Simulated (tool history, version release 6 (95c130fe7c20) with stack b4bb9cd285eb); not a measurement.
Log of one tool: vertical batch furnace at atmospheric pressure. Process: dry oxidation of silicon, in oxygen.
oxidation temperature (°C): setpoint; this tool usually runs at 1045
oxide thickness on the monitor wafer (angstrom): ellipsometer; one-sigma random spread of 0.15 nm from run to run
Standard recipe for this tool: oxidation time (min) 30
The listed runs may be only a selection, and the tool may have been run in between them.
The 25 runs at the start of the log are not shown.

run    hour  oxidation temperature (°C)  oxidation time (min)  wafers since the last listed run  hours since the last temperature calibration  hours since the boat lift was adjusted  hours since the gauge calibration  read-back reference wafer on the same gauge, thickness  oxide thickness on the monitor wafer (angstrom)
     1991.1  -- thermocouples replaced and temperature profile calibrated
 26  1993.4                        1057                    30                              1399                                           2.3                                  2326.4                              898.6                                                   63.28                                            751.4
 27  2065.5                        1051                  19.5                              1365                                          74.4                                  2398.5                              970.7                                                   63.27                                            627.7
 28  2165.3                        1031                    44                              1890                                         174.2                                  2498.3                             1070.5                                                   63.27                                            763.6
     2193.1  -- boat lift adjusted
 29  2241.4                        1055                  17.5                               986                                         250.3                                    48.3                             1146.6                                                   63.28                                            618.8
 30  2344.9                        1067                  22.5                              1960                                         353.8                                   151.8                             1250.1                                                   63.26                                            703.5
 31    2448                        1062                  38.5                              1952                                         456.9                                   254.9                             1353.2                                                    63.3                                            854.4
 32  2547.6                        1034                  21.5                              1886                                         556.5                                   354.5                             1452.8                                                    63.3                                            606.5
 33  2640.8                        1053                    24                              1765                                         649.7                                   447.7                               1546                                                   63.31                                            678.9
 34  2736.6                        1045                    30                              1814                                         745.5                                   543.5                             1641.8                                                   63.28                                            704.2
 35  2806.7                        1060                  24.5                              1327                                         815.6                                   613.6                             1711.9                                                   63.34                                            704.5
 36  2905.1                        1045                    30                              1863                                           914                                     712                             1810.3                                                   63.31                                            708.3
 37  2984.3                        1038                    17                              1500                                         993.2                                   791.2                             1889.5                                                   63.31                                              576
 38  3043.4                        1029                    35                              1119                                        1052.3                                   850.3                             1948.6                                                   63.29                                            695.9
 39  3135.7                        1062                  44.5                              1748                                        1144.6                                   942.6                             2040.9                                                   63.28                                            908.5
 40    3196                        1045                  35.5                              1142                                        1204.9                                  1002.9                             2101.2                                                   63.24                                            753.4

Predict each of these 3 candidate next runs independently; none follows another, all start after run 40:
  A  3199.9                        1045                    30                                73                                        1208.8                                  1006.8                             2105.1                                                       ?                                                ?
  B  3199.9                        1027                    17                                73                                        1208.8                                  1006.8                             2105.1                                                       ?                                                ?
  C  3199.9                        1070                  43.5                                73                                        1208.8                                  1006.8                             2105.1                                                       ?                                                ?

run  read-back reference wafer on the same gauge, thickness  oxide thickness on the monitor wafer (angstrom)
  A                                                    63.3                                            708.1
  B                                                    63.3                                            556.7
  C                                                    63.3                                            942.6
With no hidden state in the tool, these same runs would have given:
run  oxide thickness on the monitor wafer (angstrom)
  A                                            708.1
  B                                            556.7
  C                                            942.6

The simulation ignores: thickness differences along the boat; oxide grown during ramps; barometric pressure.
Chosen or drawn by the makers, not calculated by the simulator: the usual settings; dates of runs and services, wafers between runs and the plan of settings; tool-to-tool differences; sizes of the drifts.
